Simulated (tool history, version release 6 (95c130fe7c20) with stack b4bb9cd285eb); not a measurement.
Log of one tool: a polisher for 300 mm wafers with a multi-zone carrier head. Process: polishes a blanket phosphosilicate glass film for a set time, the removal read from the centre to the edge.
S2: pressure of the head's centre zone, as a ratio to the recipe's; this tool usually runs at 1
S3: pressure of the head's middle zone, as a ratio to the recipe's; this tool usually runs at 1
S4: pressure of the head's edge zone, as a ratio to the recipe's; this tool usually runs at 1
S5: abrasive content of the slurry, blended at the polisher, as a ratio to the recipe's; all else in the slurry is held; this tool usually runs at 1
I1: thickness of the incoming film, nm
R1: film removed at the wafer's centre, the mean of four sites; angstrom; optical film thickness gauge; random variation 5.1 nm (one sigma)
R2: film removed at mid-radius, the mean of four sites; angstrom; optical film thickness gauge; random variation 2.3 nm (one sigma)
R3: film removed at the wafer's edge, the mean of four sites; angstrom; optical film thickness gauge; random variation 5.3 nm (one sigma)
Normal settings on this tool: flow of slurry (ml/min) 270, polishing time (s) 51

run 1 day=0 | flow_of_slurry_(ml/min)=270 S2=1 S3=1 S4=1 S5=1 polishing_time_(s)=51 | I1=2425.4 | R1=3553 R2=3426 R3=3567
-- day=2.275 slurry nozzle cleaned
run 2 day=2.917 | flow_of_slurry_(ml/min)=270 S2=1.08 S3=1.06 S4=1 S5=0.9 polishing_time_(s)=51 | I1=2475.6 | R1=3944 R2=3690 R3=3519
-- day=4.108 worn pad replaced by a new one
run 3 day=4.158 | flow_of_slurry_(ml/min)=270 S2=1 S3=1 S4=1 S5=1.3 polishing_time_(s)=51 | I1=2462.3 | R1=4098 R2=3898 R3=4046
run 4 day=6.312 | flow_of_slurry_(ml/min)=270 S2=1 S3=1 S4=1 S5=1.15 polishing_time_(s)=51 | I1=2442.9 | R1=3926 R2=3726 R3=3812
run 5 day=7.7 | flow_of_slurry_(ml/min)=270 S2=1 S3=1 S4=1 S5=1 polishing_time_(s)=51 | I1=2404.3 | R1=3682 R2=3526 R3=3589
run 6 day=10.308 | flow_of_slurry_(ml/min)=270 S2=1 S3=1 S4=1 S5=1 polishing_time_(s)=51 | I1=2485.7 | R1=3633 R2=3519 R3=3574
run 7 day=11.475 | flow_of_slurry_(ml/min)=270 S2=1 S3=1 S4=1 S5=1 polishing_time_(s)=51 | I1=2457.2 | R1=3559 R2=3450 R3=3570
run 8 day=12.629 | flow_of_slurry_(ml/min)=270 S2=1 S3=1 S4=1 S5=1.15 polishing_time_(s)=63 | I1=2421.2 | R1=4566 R2=4439 R3=4719
run 9 day=15.429 | flow_of_slurry_(ml/min)=270 S2=0.9 S3=1.04 S4=1 S5=1.25 polishing_time_(s)=51 | I1=2457.6 | R1=3316 R2=3777 R3=3842
-- day=20.508 edge zone pressure recalibrated
run 10 day=21.271 | flow_of_slurry_(ml/min)=270 S2=1.04 S3=0.94 S4=0.92 S5=0.9 polishing_time_(s)=51 | I1=2474 | R1=3592 R2=3120 R3=3354
-- day=21.75 worn pad replaced by a new one
run 11 day=23.55 | flow_of_slurry_(ml/min)=270 S2=1 S3=1 S4=1 S5=1 polishing_time_(s)=51 | I1=2426.9 | R1=3476 R2=3391 R3=3542
-- day=24.421 slurry nozzle cleaned
run 12 day=25.892 | flow_of_slurry_(ml/min)=340 S2=1 S3=1 S4=1 S5=1.15 polishing_time_(s)=51 | I1=2432.2 | R1=3962 R2=3910 R3=3990
run 13 day=28.688 | flow_of_slurry_(ml/min)=270 S2=1 S3=1 S4=1 S5=1 polishing_time_(s)=51 | I1=2401.9 | R1=3676 R2=3586 R3=3713
run 14 day=30.646 | flow_of_slurry_(ml/min)=270 S2=1 S3=1.11 S4=1 S5=1.25 polishing_time_(s)=40 | I1=2483 | R1=3061 R2=3265 R3=3089
run 15 day=33.35 | flow_of_slurry_(ml/min)=225 S2=1.11 S3=0.94 S4=1 S5=1 polishing_time_(s)=41 | I1=2423.9 | R1=3167 R2=2605 R3=2864
run 16 day=34.767 | flow_of_slurry_(ml/min)=270 S2=1.05 S3=1 S4=1 S5=1 polishing_time_(s)=51 | I1=2470.4 | R1=3746 R2=3474 R3=3601
run 17 day=35.938 | flow_of_slurry_(ml/min)=270 S2=1.11 S3=0.93 S4=0.94 S5=1 polishing_time_(s)=51 | I1=2427.7 | R1=4078 R2=3257 R3=3494
run 18 day=38.604 | flow_of_slurry_(ml/min)=220 S2=1.05 S3=1 S4=1 S5=1 polishing_time_(s)=51 | I1=2449.5 | R1=3612 R2=3340 R3=3560
run 19 day=39.775 | flow_of_slurry_(ml/min)=270 S2=1.11 S3=1.09 S4=1 S5=1.1 polishing_time_(s)=51 | I1=2433.5 | R1=4064 R2=3826 R3=3660
-- day=40.783 worn pad replaced by a new one
-- day=41.162 centre zone pressure recalibrated
run 20 day=41.183 | flow_of_slurry_(ml/min)=270 S2=1.03 S3=1 S4=1.05 S5=0.85 polishing_time_(s)=51 | I1=2454.7 | R1=3434 R2=3305 R3=3541
run 21 day=43.433 | flow_of_slurry_(ml/min)=270 S2=1 S3=1 S4=1.08 S5=1 polishing_time_(s)=51 | I1=2460.4 | R1=3499 R2=3433 R3=3744

Had the tool no unlogged condition, and each run kept its random variation, what would the results have been?
Hidden state present: removal rate lost through wear of the pad, %; slurry flow missing at the pad, %; deviation of the centre zone's pressure from its setpoint, %; deviation of the edge zone's pressure from its setpoint, %.
run=1 R1=3835 R2=3670 R3=3755
run=2 R1=3987 R2=3726 R3=3545
run=3 R1=4181 R2=3970 R3=4102
run=4 R1=4066 R2=3846 R3=3904
run=5 R1=3845 R2=3667 R3=3697
run=6 R1=3846 R2=3705 R3=3715
run=7 R1=3788 R2=3649 R3=3723
run=8 R1=4880 R2=4713 R3=4935
run=9 R1=3574 R2=4041 R3=4040
run=10 R1=3912 R2=3369 R3=3550
run=11 R1=3793 R2=3669 R3=3755
run=12 R1=4000 R2=3944 R3=4017
run=13 R1=3787 R2=3684 R3=3790
run=14 R1=3187 R2=3386 R3=3175
run=15 R1=3368 R2=2753 R3=2983
run=16 R1=3966 R2=3657 R3=3743
run=17 R1=4332 R2=3440 R3=3640
run=18 R1=3915 R2=3590 R3=3754
run=19 R1=4354 R2=4071 R3=3834
run=20 R1=3687 R2=3523 R3=3715
run=21 R1=3767 R2=3668 R3=3934

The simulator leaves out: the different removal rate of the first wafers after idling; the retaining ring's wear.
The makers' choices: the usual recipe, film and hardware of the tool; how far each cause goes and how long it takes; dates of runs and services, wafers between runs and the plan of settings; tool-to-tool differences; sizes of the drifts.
